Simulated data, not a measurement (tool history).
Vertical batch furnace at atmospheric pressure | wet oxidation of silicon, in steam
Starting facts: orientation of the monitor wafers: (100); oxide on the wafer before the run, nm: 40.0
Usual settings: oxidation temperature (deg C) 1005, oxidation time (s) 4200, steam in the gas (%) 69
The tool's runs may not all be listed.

run	hour	oxidation temperature (deg C)	oxidation time (s)	steam in the gas (%)	read-back reference wafer on the same gauge, thickness	oxide thickness on the monitor wafer (Å)
1	0	1005	4200	65	279.92	3194.9
2	53.9	1005	4200	65	279.93	3202.4
3	79.8	1005	4200	65	279.88	3191.7
4	151.1	1005	4200	69	280.1	3309.7
5	194.7	1013	4200	66	279.99	3400.9
6	223.8	1005	4200	69	280.04	3313.4
# hour 301.4: gauge calibrated
# hour 349: thermocouples replaced and temperature profile calibrated
# hour 361.5: steam generator serviced
7	414.4	1005	4200	69	280.27	3228.7
8	460	1005	5040	65	280.07	3502.9
# hour 522.4: steam generator serviced, repeated, since the last time left the tool worse
9	524.9	1005	4200	69	280.04	3457.6
10	563.3	1005	4200	60	279.91	3157.1
11	631	981	2940	69	279.99	2273.4
12	660.4	1005	5610	72	280.06	4275.2
13	694.8	1020	3600	78	280.09	3707.9
14	749.6	1005	6090	69	279.81	4344.7

3 options for the next run, each taken on its own from the tool as it stands now. Forecast them:
A	755.5	1005	4200	69	?	?
B	755.5	1005	5100	58	?	?
C	755.5	1005	5520	57	?	?

run	read-back reference wafer on the same gauge, thickness	oxide thickness on the monitor wafer (Å)
A	279.99	3427.9
B	279.99	3473.3
C	279.99	3613.5
Without the tool's unlogged condition, the same runs would have read:
run	oxide thickness on the monitor wafer (Å)
A	3451.8
B	3497.5
C	3638.6
